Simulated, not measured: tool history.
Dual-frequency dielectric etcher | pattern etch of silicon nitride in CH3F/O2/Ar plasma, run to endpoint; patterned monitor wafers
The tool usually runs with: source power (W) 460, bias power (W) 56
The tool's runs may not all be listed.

run	hour	source power (W)	bias power (W)	wafers since the last listed run	hours since the last wet clean	hours since the last source power generator calibration	hours since the last bias power generator calibration	hours since the last upper electrode change	incoming incoming film thickness, nm	endpoint time (s)
1	0	460	56	0	364.5	2156.8	1459.2	998.8	28.55	44
2	38.9	460	56	567	403.4	2195.7	1498.1	1037.7	28.73	44.3
3	98.3	460	56	866	462.8	2255.1	1557.5	1097.1	28.72	45
4	138.7	430	56	589	503.2	2295.5	1597.9	1137.5	28.85	46.9
# hour 212.9: wet clean of the chamber
5	213.4	430	56	739	0.5	2370.2	1672.6	1212.2	28.99	46.4
6	252.3	430	56	567	39.4	2409.1	1711.5	1251.1	28.66	46.6
7	290.7	460	56	560	77.8	2447.5	1749.9	1289.5	29.12	45.9
8	325	460	56	500	112.1	2481.8	1784.2	1323.8	28.7	44.6
9	383.4	460	56	852	170.5	2540.2	1842.6	1382.2	28.58	44.9
10	407.6	460	67	353	194.7	2564.4	1866.8	1406.4	28.73	42.8
11	446.7	460	56	570	233.8	2603.5	1905.9	1445.5	28.69	45.3
12	484.1	460	56	545	271.2	2640.9	1943.3	1482.9	28.73	45
13	552.3	530	62	995	339.4	2709.1	2011.5	1551.1	28.82	41.6
14	603.8	530	62	751	390.9	2760.6	2063	1602.6	28.6	40.9
15	653.5	460	56	725	440.6	2810.3	2112.7	1652.3	28.66	44.9
16	692	460	49	561	479.1	2848.8	2151.2	1690.8	28.84	46.9
# hour 732.2: wet clean of the chamber
17	761.8	460	56	668	29.6	2918.6	2221	1760.6	28.68	44.9
# hour 795.4: upper electrode replaced
18	827.1	460	56	602	94.9	2983.9	2286.3	31.7	28.87	45.3
# hour 848: source power generator calibrated
19	886.5	460	56	808	154.3	38.5	2345.7	91.1	28.97	45.9
20	925	460	43	561	192.8	77	2384.2	129.6	28.76	48
21	977.6	530	62	767	245.4	129.6	2436.8	182.2	29.04	42
22	1035.2	460	56	840	303	187.2	2494.4	239.8	28.51	44.7

Run 23 is up next; what results do you expect?
23	1105.7	500	43	1028	373.5	257.7	2564.9	310.3	28.62	?

{"run 23": {"endpoint time (s)": 45.7}}
Without the tool's hidden state the same run would have given endpoint time (s) 45.7.
